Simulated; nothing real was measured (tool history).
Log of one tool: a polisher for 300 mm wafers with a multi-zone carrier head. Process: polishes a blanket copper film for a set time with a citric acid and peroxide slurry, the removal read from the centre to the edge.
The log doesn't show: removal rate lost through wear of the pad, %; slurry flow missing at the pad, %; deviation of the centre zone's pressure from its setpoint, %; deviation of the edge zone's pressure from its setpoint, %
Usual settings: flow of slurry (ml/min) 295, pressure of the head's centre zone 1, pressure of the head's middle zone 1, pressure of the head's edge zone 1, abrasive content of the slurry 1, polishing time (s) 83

| run | hour | flow of slurry (ml/min) | pressure of the head's centre zone | pressure of the head's middle zone | pressure of the head's edge zone | abrasive content of the slurry | polishing time (s) | wafers since the last listed run | wafers polished on this pad | hours since the slurry nozzle was cleaned | hours since the centre zone pressure was calibrated | hours since the edge zone pressure was calibrated | hours since the carrier head's membrane was replaced | incoming thickness of the incoming film, nm | film removed at the wafer's centre (angstrom) | film removed at mid-radius (angstrom) | film removed at the wafer's edge (angstrom) |
|---|---|---|---|---|---|---|---|---|---|---|---|---|---|---|---|---|---|
| 1 | 0 | 295 | 1 | 1 | 1 | 1 | 83 | 0 | 1704 | 607 | 1203.9 | 759.2 | 1526.4 | 665.5 | 2096 | 2035 | 2067 |
|  | 47 | centre zone pressure recalibrated |
| 2 | 47.5 | 295 | 1 | 1 | 1 | 1 | 83 | 433 | 2137 | 654.5 | 0.5 | 806.7 | 1573.9 | 678.4 | 2095 | 2087 | 2107 |
| 3 | 101.3 | 295 | 1 | 1 | 1 | 1 | 83 | 512 | 2649 | 708.3 | 54.3 | 860.5 | 1627.7 | 662.6 | 2128 | 2025 | 2039 |
| 4 | 129.3 | 295 | 1 | 1 | 1 | 1 | 83 | 266 | 2916 | 736.3 | 82.3 | 888.5 | 1655.7 | 667.8 | 2117 | 2052 | 2029 |
|  | 135.5 | slurry nozzle cleaned |
|  | 147.7 | carrier head's membrane replaced by a new one |
| 5 | 156.3 | 380 | 1 | 1.09 | 1 | 1.1 | 61 | 200 | 3116 | 20.8 | 109.3 | 915.5 | 8.6 | 669 | 1609 | 1645 | 1592 |
| 6 | 181.2 | 295 | 0.94 | 1 | 1 | 1.1 | 83 | 237 | 3353 | 45.7 | 134.2 | 940.4 | 33.5 | 669.6 | 2002 | 2115 | 2077 |
|  | 203.5 | worn pad replaced by a new one |
| 7 | 205.5 | 295 | 1.06 | 0.9 | 1 | 1 | 100 | 193 | 19 | 70 | 158.5 | 964.7 | 57.8 | 675 | 2711 | 2323 | 2504 |
| 8 | 265.9 | 295 | 1 | 1 | 1 | 1 | 83 | 575 | 594 | 130.4 | 218.9 | 1025.1 | 118.2 | 670.6 | 2094 | 2108 | 2039 |
| 9 | 325.4 | 295 | 1.1 | 1 | 1 | 1.25 | 91 | 566 | 1161 | 189.9 | 278.4 | 1084.6 | 177.7 | 677.7 | 2641 | 2369 | 2343 |
| 10 | 361 | 340 | 1 | 1 | 1 | 1 | 59 | 339 | 1500 | 225.5 | 314 | 1120.2 | 213.3 | 670.9 | 1511 | 1482 | 1476 |
| 11 | 387.8 | 370 | 1 | 1 | 1.06 | 1 | 83 | 255 | 1755 | 252.3 | 340.8 | 1147 | 240.1 | 666 | 2136 | 2135 | 2192 |
| 12 | 455 | 345 | 1.04 | 1 | 1 | 0.9 | 74 | 640 | 2395 | 319.5 | 408 | 1214.2 | 307.3 | 670.1 | 1934 | 1819 | 1850 |
| 13 | 498.2 | 295 | 1.09 | 1 | 1 | 1 | 64 | 411 | 2806 | 362.7 | 451.2 | 1257.4 | 350.5 | 684.4 | 1768 | 1623 | 1607 |
|  | 502.1 | edge zone pressure recalibrated |
|  | 515.3 | worn pad replaced by a new one |
| 14 | 551.3 | 380 | 1 | 0.92 | 1 | 1 | 83 | 448 | 342 | 415.8 | 504.3 | 49.2 | 403.6 | 663.3 | 2149 | 1986 | 2137 |
| 15 | 606.8 | 295 | 1 | 0.92 | 1 | 1 | 83 | 528 | 871 | 471.3 | 559.8 | 104.7 | 459.1 | 668.8 | 2097 | 1980 | 2068 |
| 16 | 677.5 | 295 | 1 | 1.04 | 0.93 | 1 | 83 | 673 | 1544 | 542 | 630.5 | 175.4 | 529.8 | 667.3 | 2094 | 2157 | 2048 |
| 17 | 732.5 | 295 | 1 | 1 | 1 | 1 | 83 | 523 | 2068 | 597 | 685.5 | 230.4 | 584.8 | 668.1 | 2102 | 2153 | 2139 |
| 18 | 761.2 | 295 | 1 | 1 | 1 | 1 | 83 | 273 | 2341 | 625.7 | 714.2 | 259.1 | 613.5 | 665.2 | 2107 | 2014 | 2088 |
|  | 806.7 | slurry nozzle cleaned |
| 19 | 829.1 | 295 | 1 | 1 | 1 | 0.9 | 104 | 637 | 2979 | 22.4 | 782.1 | 327 | 681.4 | 676.3 | 2599 | 2624 | 2566 |
|  | 888.1 | worn pad replaced by a new one |
| 20 | 899.8 | 295 | 0.93 | 1 | 1 | 1 | 104 | 635 | 111 | 93.1 | 852.8 | 397.7 | 752.1 | 673 | 2429 | 2580 | 2567 |

The tool's hidden state at each run:
removal rate lost through wear of the pad, %: 0 in every run
slurry flow missing at the pad, %: 0 in every run
deviation of the centre zone's pressure from its setpoint, %: 0 in every run
deviation of the edge zone's pressure from its setpoint, %: 0 in every run
